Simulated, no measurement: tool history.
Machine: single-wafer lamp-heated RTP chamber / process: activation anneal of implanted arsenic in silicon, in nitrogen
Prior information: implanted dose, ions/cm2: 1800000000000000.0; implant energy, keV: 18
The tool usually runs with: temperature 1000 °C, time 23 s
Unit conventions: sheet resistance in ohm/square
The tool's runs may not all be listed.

run   hour  temperature  time  wafers since the last listed run  wafers since the last pyrometer calibration  wafers since the reflector plate was cleaned  hours since the gauge calibration  read-back reference wafer on the same gauge, sheet resistance  sheet resistance
  1    0.0         1000    16                                 0                                          786                                          7434                              131.3                                                          98.07            113.50
  2   13.9         1000    16                               166                                          952                                          7600                              145.2                                                          98.08            112.11
  3   35.5         1019    32                               259                                         1212                                          7860                              166.8                                                          98.02             89.99
  4   49.0         1000    23                               161                                         1374                                          8022                              180.3                                                          97.92            104.74
  5   80.8         1000    23                               381                                         1755                                          8403                              212.1                                                          98.08            105.48
  6   93.5         1000    23                               152                                         1907                                          8555                              224.8                                                          97.99            104.97
     154.0  -- pyrometer window cleaned and pyrometer calibrated
  7  201.4          985    23                              1198                                          568                                          9754                              332.7                                                          97.96            114.92
  8  233.9          985    23                               389                                          958                                         10144                              365.2                                                          97.97            114.08
  9  257.0         1000    23                               277                                         1235                                         10421                              388.3                                                          98.02            106.35
 10  272.1         1013    32                               181                                         1416                                         10602                              403.4                                                          98.01             93.57
 11  291.3         1000    23                               230                                         1647                                         10833                              422.6                                                          97.94            104.87
     293.2  -- gauge calibrated
     312.2  -- reflector plate cleaned
 12  315.7         1024    17                               196                                         1843                                            41                               22.5                                                          98.06             98.15
     351.7  -- pyrometer window cleaned and pyrometer calibrated
 13  352.2          992    17                               341                                            6                                           383                               59.0                                                          97.92            117.09
 14  382.8         1000    23                               367                                          373                                           750                               89.6                                                          98.10            107.59
 15  395.6         1000    29                               153                                          526                                           904                              102.4                                                          98.03            103.44
 16  425.9          988    30                               363                                          890                                          1267                              132.7                                                          98.06            108.53

Forecast each of these 3 alternatives for the next run:
  A  426.3         1000    27                                 4                                          895                                          1272                              133.1                                                              ?                 ?
  B  426.3          983    16                                 4                                          895                                          1272                              133.1                                                              ?                 ?
  C  426.3         1016    18                                 4                                          895                                          1272                              133.1                                                              ?                 ?

run  read-back reference wafer on the same gauge, sheet resistance  sheet resistance
  A                                                          98.07            104.49
  B                                                          98.07            122.71
  C                                                          98.07            103.28
With the hidden condition removed and each run's random variation left untouched, the same runs would have given:
run  sheet resistance
  A            105.74
  B            123.95
  C            104.43
